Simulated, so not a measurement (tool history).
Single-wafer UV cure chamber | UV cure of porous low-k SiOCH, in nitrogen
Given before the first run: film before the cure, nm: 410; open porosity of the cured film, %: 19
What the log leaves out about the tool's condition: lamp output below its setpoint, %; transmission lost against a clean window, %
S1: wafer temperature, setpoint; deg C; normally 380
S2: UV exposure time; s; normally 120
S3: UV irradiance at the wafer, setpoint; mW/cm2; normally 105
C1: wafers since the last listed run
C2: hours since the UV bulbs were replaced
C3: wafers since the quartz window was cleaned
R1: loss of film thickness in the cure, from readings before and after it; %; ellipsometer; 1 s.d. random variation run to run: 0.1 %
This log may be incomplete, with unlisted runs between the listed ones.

run	hour	S1	S2	S3	C1	C2	C3	R1
1	0.0	380	140	74	0	2285.4	821	7.345
2	84.3	373	120	105	972	2369.7	1794	7.839
3	153.0	374	120	105	792	2438.4	2587	7.877
# hour 202.4: quartz window cleaned
4	245.6	374	120	105	976	2531.0	498	7.158
5	288.4	380	95	105	493	2573.8	992	6.194
# hour 353.4: quartz window cleaned, repeated, since the last time left the tool worse
6	393.8	380	95	105	1123	2679.2	465	7.189
7	441.7	394	120	105	552	2727.1	1018	8.194
8	487.5	394	120	105	528	2772.9	1547	8.150
# hour 570.1: UV bulbs replaced
# hour 582.2: quartz window cleaned
9	582.7	394	120	105	913	12.6	5	8.197
10	655.4	380	120	82	838	85.3	844	7.032
11	712.3	380	140	70	656	142.2	1500	6.800

For run 12, what comes out?
# hour 800.6: quartz window cleaned
12	801.1	395	90	66	932	231.0	5	?

{"run 12": {"R1": 5.406}}
Minus the tool's unlogged condition, the same run would have read R1 5.427 %.

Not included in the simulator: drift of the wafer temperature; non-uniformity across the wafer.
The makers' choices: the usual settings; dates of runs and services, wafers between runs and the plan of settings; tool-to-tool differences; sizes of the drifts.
